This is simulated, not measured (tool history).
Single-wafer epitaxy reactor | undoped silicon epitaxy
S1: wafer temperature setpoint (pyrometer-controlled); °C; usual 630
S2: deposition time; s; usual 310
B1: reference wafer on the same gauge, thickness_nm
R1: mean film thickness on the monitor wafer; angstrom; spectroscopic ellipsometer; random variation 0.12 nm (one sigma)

{"run": 1, "hour": 0.0, "S1": 619, "S2": 346, "B1": 38.865, "R1": 338.02}
{"run": 2, "hour": 28.4, "S1": 630, "S2": 310, "B1": 38.928, "R1": 389.07}
{"run": 3, "hour": 54.8, "S1": 630, "S2": 310, "B1": 38.887, "R1": 387.79}
{"run": 4, "hour": 75.8, "S1": 630, "S2": 310, "B1": 38.917, "R1": 387.67}
{"run": 5, "hour": 105.6, "S1": 630, "S2": 310, "B1": 38.893, "R1": 390.15}
{"run": 6, "hour": 126.6, "S1": 630, "S2": 310, "B1": 38.881, "R1": 387.45}
{"run": 7, "hour": 157.5, "S1": 630, "S2": 310, "B1": 38.896, "R1": 390.07}
{"run": 8, "hour": 177.5, "S1": 630, "S2": 336, "B1": 38.907, "R1": 422.83}
{"run": 9, "hour": 195.9, "S1": 630, "S2": 336, "B1": 38.895, "R1": 420.75}
{"run": 10, "hour": 219.3, "S1": 630, "S2": 336, "B1": 38.908, "R1": 420.39}
{"run": 11, "hour": 238.4, "S1": 630, "S2": 310, "B1": 38.87, "R1": 388.59}
{"run": 12, "hour": 260.2, "S1": 630, "S2": 310, "B1": 38.909, "R1": 388.09}
{"hour": 272.5, "done": "gauge calibrated"}
{"run": 13, "hour": 280.4, "S1": 619, "S2": 310, "B1": 38.925, "R1": 304.32}
{"run": 14, "hour": 310.7, "S1": 619, "S2": 310, "B1": 38.846, "R1": 302.56}
{"run": 15, "hour": 327.9, "S1": 630, "S2": 310, "B1": 38.907, "R1": 389.27}
{"run": 16, "hour": 353.4, "S1": 619, "S2": 310, "B1": 38.928, "R1": 304.33}
{"run": 17, "hour": 383.3, "S1": 630, "S2": 329, "B1": 38.869, "R1": 415.88}
{"run": 18, "hour": 398.2, "S1": 630, "S2": 310, "B1": 38.881, "R1": 388.82}
{"run": 19, "hour": 420.2, "S1": 641, "S2": 339, "B1": 38.865, "R1": 544.86}
{"run": 20, "hour": 433.6, "S1": 624, "S2": 254, "B1": 38.903, "R1": 279.35}
{"run": 21, "hour": 451.6, "S1": 619, "S2": 332, "B1": 38.888, "R1": 326.42}
{"hour": 467.6, "done": "pyrometer calibrated"}
{"run": 22, "hour": 472.6, "S1": 630, "S2": 310, "B1": 38.903, "R1": 337.04}
{"run": 23, "hour": 507.2, "S1": 630, "S2": 310, "B1": 38.898, "R1": 340.28}
{"run": 24, "hour": 530.1, "S1": 625, "S2": 330, "B1": 38.925, "R1": 324.61}

Run 25 comes next. What will it give?
{"run": 25, "hour": 542.6, "S1": 640, "S2": 271, "B1": "?", "R1": "?"}

Run 25 gave B1 38.851, R1 373.74 angstrom.
Without the tool's hidden state the same run would have given R1 374.59 angstrom.
